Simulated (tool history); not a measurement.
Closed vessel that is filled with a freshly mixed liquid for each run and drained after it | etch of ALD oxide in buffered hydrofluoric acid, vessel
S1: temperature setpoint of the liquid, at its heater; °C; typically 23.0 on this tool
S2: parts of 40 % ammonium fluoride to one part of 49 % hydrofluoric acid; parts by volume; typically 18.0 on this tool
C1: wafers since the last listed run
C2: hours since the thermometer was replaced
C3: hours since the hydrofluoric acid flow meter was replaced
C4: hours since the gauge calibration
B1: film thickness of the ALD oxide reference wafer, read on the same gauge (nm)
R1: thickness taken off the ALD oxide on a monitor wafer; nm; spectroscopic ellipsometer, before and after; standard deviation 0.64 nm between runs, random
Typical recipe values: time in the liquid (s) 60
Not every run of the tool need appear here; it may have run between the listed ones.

run 1 hour=0.0 | S1=23.0 S2=18.0 time_in_the_liquid_(s)=60 | C1=0 C2=446.5 C3=356.9 C4=1288.1 | B1=30.01 | R1=84.55
run 2 hour=241.2 | S1=23.0 S2=18.0 time_in_the_liquid_(s)=60 | C1=31094 C2=687.7 C3=598.1 C4=1529.3 | B1=29.99 | R1=80.76
run 3 hour=335.2 | S1=23.0 S2=18.0 time_in_the_liquid_(s)=60 | C1=12117 C2=781.7 C3=692.1 C4=1623.3 | B1=30.00 | R1=81.27
run 4 hour=415.7 | S1=23.0 S2=18.0 time_in_the_liquid_(s)=60 | C1=10377 C2=862.2 C3=772.6 C4=1703.8 | B1=29.98 | R1=80.25
-- hour=464.1 thermometer replaced
run 5 hour=495.8 | S1=24.5 S2=18.0 time_in_the_liquid_(s)=60 | C1=10197 C2=31.7 C3=852.7 C4=1783.9 | B1=30.00 | R1=94.30
run 6 hour=539.8 | S1=24.5 S2=18.0 time_in_the_liquid_(s)=60 | C1=5672 C2=75.7 C3=896.7 C4=1827.9 | B1=29.98 | R1=94.60
run 7 hour=608.9 | S1=24.5 S2=18.0 time_in_the_liquid_(s)=60 | C1=8907 C2=144.8 C3=965.8 C4=1897.0 | B1=30.01 | R1=92.34
run 8 hour=664.6 | S1=23.0 S2=18.0 time_in_the_liquid_(s)=60 | C1=7180 C2=200.5 C3=1021.5 C4=1952.7 | B1=30.01 | R1=84.88
run 9 hour=750.2 | S1=23.0 S2=18.0 time_in_the_liquid_(s)=60 | C1=11035 C2=286.1 C3=1107.1 C4=2038.3 | B1=30.01 | R1=84.95
run 10 hour=792.4 | S1=23.0 S2=18.0 time_in_the_liquid_(s)=60 | C1=5440 C2=328.3 C3=1149.3 C4=2080.5 | B1=30.01 | R1=83.82
run 11 hour=861.7 | S1=23.0 S2=18.0 time_in_the_liquid_(s)=60 | C1=8933 C2=397.6 C3=1218.6 C4=2149.8 | B1=29.99 | R1=83.61
run 12 hour=953.3 | S1=23.0 S2=21.5 time_in_the_liquid_(s)=85 | C1=11808 C2=489.2 C3=1310.2 C4=2241.4 | B1=30.03 | R1=100.07
run 13 hour=1035.3 | S1=23.0 S2=18.0 time_in_the_liquid_(s)=60 | C1=10570 C2=571.2 C3=1392.2 C4=2323.4 | B1=29.98 | R1=81.96
run 14 hour=1106.6 | S1=19.0 S2=14.5 time_in_the_liquid_(s)=60 | C1=9191 C2=642.5 C3=1463.5 C4=2394.7 | B1=30.02 | R1=80.54
run 15 hour=1211.6 | S1=23.0 S2=18.0 time_in_the_liquid_(s)=40 | C1=13536 C2=747.5 C3=1568.5 C4=2499.7 | B1=29.99 | R1=53.09
-- hour=1239.9 thermometer replaced
run 16 hour=1288.4 | S1=23.0 S2=18.0 time_in_the_liquid_(s)=45 | C1=9771 C2=48.5 C3=1645.3 C4=2576.5 | B1=30.00 | R1=63.79
run 17 hour=1375.8 | S1=23.0 S2=14.5 time_in_the_liquid_(s)=30 | C1=11267 C2=135.9 C3=1732.7 C4=2663.9 | B1=30.00 | R1=51.90
run 18 hour=1435.3 | S1=18.5 S2=14.0 time_in_the_liquid_(s)=70 | C1=7670 C2=195.4 C3=1792.2 C4=2723.4 | B1=30.02 | R1=98.78
run 19 hour=1530.7 | S1=23.0 S2=18.0 time_in_the_liquid_(s)=75 | C1=12298 C2=290.8 C3=1887.6 C4=2818.8 | B1=30.01 | R1=102.70
run 20 hour=1599.4 | S1=23.0 S2=18.0 time_in_the_liquid_(s)=60 | C1=8856 C2=359.5 C3=1956.3 C4=2887.5 | B1=30.00 | R1=82.05
run 21 hour=1704.2 | S1=18.0 S2=18.0 time_in_the_liquid_(s)=60 | C1=13510 C2=464.3 C3=2061.1 C4=2992.3 | B1=30.02 | R1=61.12
run 22 hour=1811.6 | S1=26.5 S2=12.5 time_in_the_liquid_(s)=50 | C1=13845 C2=571.7 C3=2168.5 C4=3099.7 | B1=30.01 | R1=115.54
-- hour=1845.7 hydrofluoric acid flow meter replaced
run 23 hour=1855.5 | S1=21.5 S2=18.0 time_in_the_liquid_(s)=50 | C1=5530 C2=615.6 C3=9.8 C4=3143.6 | B1=29.98 | R1=63.44
run 24 hour=1893.7 | S1=23.0 S2=18.0 time_in_the_liquid_(s)=45 | C1=4924 C2=653.8 C3=48.0 C4=3181.8 | B1=30.03 | R1=62.32
run 25 hour=1969.6 | S1=21.5 S2=23.0 time_in_the_liquid_(s)=95 | C1=9784 C2=729.7 C3=123.9 C4=3257.7 | B1=29.99 | R1=95.75
-- hour=1994.3 gauge calibrated
-- hour=2001.1 thermometer replaced
run 26 hour=2011.6 | S1=23.0 S2=18.0 time_in_the_liquid_(s)=60 | C1=5285 C2=10.5 C3=165.9 C4=17.3 | B1=29.97 | R1=90.21
run 27 hour=2100.2 | S1=25.0 S2=18.0 time_in_the_liquid_(s)=40 | C1=11421 C2=99.1 C3=254.5 C4=105.9 | B1=29.99 | R1=65.66
run 28 hour=2171.4 | S1=20.5 S2=14.0 time_in_the_liquid_(s)=80 | C1=9178 C2=170.3 C3=325.7 C4=177.1 | B1=29.99 | R1=128.37
run 29 hour=2213.8 | S1=23.0 S2=13.5 time_in_the_liquid_(s)=40 | C1=5465 C2=212.7 C3=368.1 C4=219.5 | B1=30.00 | R1=76.48
run 30 hour=2277.0 | S1=23.0 S2=18.0 time_in_the_liquid_(s)=60 | C1=8147 C2=275.9 C3=431.3 C4=282.7 | B1=30.02 | R1=87.62
run 31 hour=2467.9 | S1=23.0 S2=18.0 time_in_the_liquid_(s)=30 | C1=24609 C2=466.8 C3=622.2 C4=473.6 | B1=29.98 | R1=41.98
run 32 hour=2714.0 | S1=25.0 S2=20.5 time_in_the_liquid_(s)=50 | C1=31725 C2=712.9 C3=868.3 C4=719.7 | B1=29.99 | R1=66.75
run 33 hour=2770.7 | S1=18.5 S2=16.0 time_in_the_liquid_(s)=90 | C1=7309 C2=769.6 C3=925.0 C4=776.4 | B1=30.02 | R1=106.25

Hidden state or all else? Some run-to-run changes of R1, split into what the settings, what came in and random variation would give without the hidden state, and what is left for the hidden state (with any gauge scatter that isn't in both results):
The tool's hidden condition here consists of: liquid colder than its thermometer reads (K); hydrofluoric acid flow below the setpoint (%); gauge reads high (%).
Run 21 -> 22: S1 18.0 -> 26.5, S2 18.0 -> 12.5, time in the liquid (s) 60 -> 50. R1 +54.42 nm: hidden state -7.14, all else +61.56.
Run 22 -> 23: S1 26.5 -> 21.5, S2 12.5 -> 18.0, hydrofluoric acid flow meter replaced. R1 -52.10 nm: hidden state +8.25, all else -60.35.
Run 25 -> 26: S1 21.5 -> 23.0, S2 23.0 -> 18.0, time in the liquid (s) 95 -> 60, gauge calibrated, thermometer replaced. R1 -5.54 nm: hidden state +9.13, all else -14.67.
Run 27 -> 28: S1 25.0 -> 20.5, S2 18.0 -> 14.0, time in the liquid (s) 40 -> 80. R1 +62.71 nm: hidden state -2.50, all else +65.21.
